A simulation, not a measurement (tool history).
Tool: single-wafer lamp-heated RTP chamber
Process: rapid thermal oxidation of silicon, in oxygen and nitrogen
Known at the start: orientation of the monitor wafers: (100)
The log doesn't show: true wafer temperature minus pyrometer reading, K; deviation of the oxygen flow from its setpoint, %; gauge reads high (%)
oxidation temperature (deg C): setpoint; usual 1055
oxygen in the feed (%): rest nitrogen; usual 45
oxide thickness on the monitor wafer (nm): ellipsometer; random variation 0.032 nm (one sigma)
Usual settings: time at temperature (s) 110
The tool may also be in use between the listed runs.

run	hour	oxidation temperature (deg C)	time at temperature (s)	oxygen in the feed (%)	wafers since the last listed run	wafers since the last pyrometer calibration	hours since the oxygen flow controller was replaced	hours since the gauge calibration	read-back reference wafer on the same gauge, thickness	oxide thickness on the monitor wafer (nm)
1	0.0	1055	110	45	0	276	2129.7	380.7	8.393	8.934
2	23.8	1055	110	45	377	653	2153.5	404.5	8.385	8.941
3	49.6	1055	110	45	409	1063	2179.3	430.3	8.389	8.980
4	72.1	1055	110	45	357	1420	2201.8	452.8	8.394	8.911
5	98.5	1055	110	45	419	1839	2228.2	479.2	8.395	9.007
6	110.8	1055	110	45	195	2034	2240.5	491.5	8.387	9.015
7	138.6	1055	110	45	441	2475	2268.3	519.3	8.389	9.020
8	159.8	1055	110	45	336	2812	2289.5	540.5	8.392	9.078
9	174.4	1055	110	45	231	3044	2304.1	555.1	8.392	9.088
10	196.6	1055	110	45	352	3396	2326.3	577.3	8.397	8.999
11	229.1	1055	110	45	515	3912	2358.8	609.8	8.385	9.115
12	299.6	1071	110	45	1118	5031	2429.3	680.3	8.388	10.232
13	322.2	1071	110	45	358	5390	2451.9	702.9	8.393	10.113
14	347.8	1068	128	45	406	5796	2477.5	728.5	8.389	10.737
15	378.0	1068	128	45	479	6275	2507.7	758.7	8.388	10.774
16	416.9	1068	128	45	617	6893	2546.6	797.6	8.391	10.842
17	432.4	1055	76	45	246	7139	2562.1	813.1	8.386	7.830
18	461.8	1055	110	45	466	7605	2591.5	842.5	8.386	9.302
19	486.4	1076	73	27	390	7996	2616.1	867.1	8.387	7.404
# hour 506.6: pyrometer window cleaned and pyrometer calibrated
20	519.1	1033	137	27	392	198	2648.8	899.8	8.386	7.028
# hour 547.5: gauge calibrated
21	571.8	1055	77	45	836	1034	2701.5	24.3	8.390	7.638
22	595.4	1078	59	68	374	1409	2725.1	47.9	8.388	9.077
23	625.2	1055	110	45	472	1882	2754.9	77.7	8.387	8.989
# hour 636.2: oxygen flow controller replaced
24	642.0	1040	154	45	139	2021	5.8	94.5	8.384	9.411
25	669.2	1070	110	36	431	2453	33.0	121.7	8.392	9.235
26	695.8	1055	110	21	422	2875	59.6	148.3	8.388	6.912
27	710.5	1078	55	18	233	3108	74.3	163.0	8.386	5.633
28	740.9	1047	110	45	482	3591	104.7	193.4	8.391	8.660
29	767.8	1047	148	30	426	4018	131.6	220.3	8.392	8.548
30	785.4	1055	110	45	279	4297	149.2	237.9	8.393	9.157
31	804.3	1029	110	45	299	4597	168.1	256.8	8.389	7.644
32	837.0	1055	110	45	519	5116	200.8	289.5	8.391	9.128
33	851.3	1030	70	54	226	5343	215.1	303.8	8.388	6.767
34	868.2	1055	110	45	268	5611	232.0	320.7	8.390	9.201
35	885.3	1032	110	37	271	5883	249.1	337.8	8.395	7.345
36	912.8	1055	110	45	436	6319	276.6	365.3	8.395	9.228
37	944.4	1055	110	45	501	6821	308.2	396.9	8.392	9.196

5 ways to go on from here, each from the tool as it stands after run 37. What would each give?
A	944.8	1055	110	45	6	6827	308.6	397.3	?	?
B	944.8	1037	154	27	6	6827	308.6	397.3	?	?
C	944.8	1055	110	56	6	6827	308.6	397.3	?	?
D	944.8	1043	110	53	6	6827	308.6	397.3	?	?
E	944.8	1055	135	72	6	6827	308.6	397.3	?	?

run	read-back reference wafer on the same gauge, thickness	oxide thickness on the monitor wafer (nm)
A	8.388	9.219
B	8.388	7.919
C	8.388	9.973
D	8.388	9.010
E	8.388	12.009
Without the tool's hidden state the same runs would have given:
run	oxide thickness on the monitor wafer (nm)
A	8.847
B	7.594
C	9.570
D	8.640
E	11.521
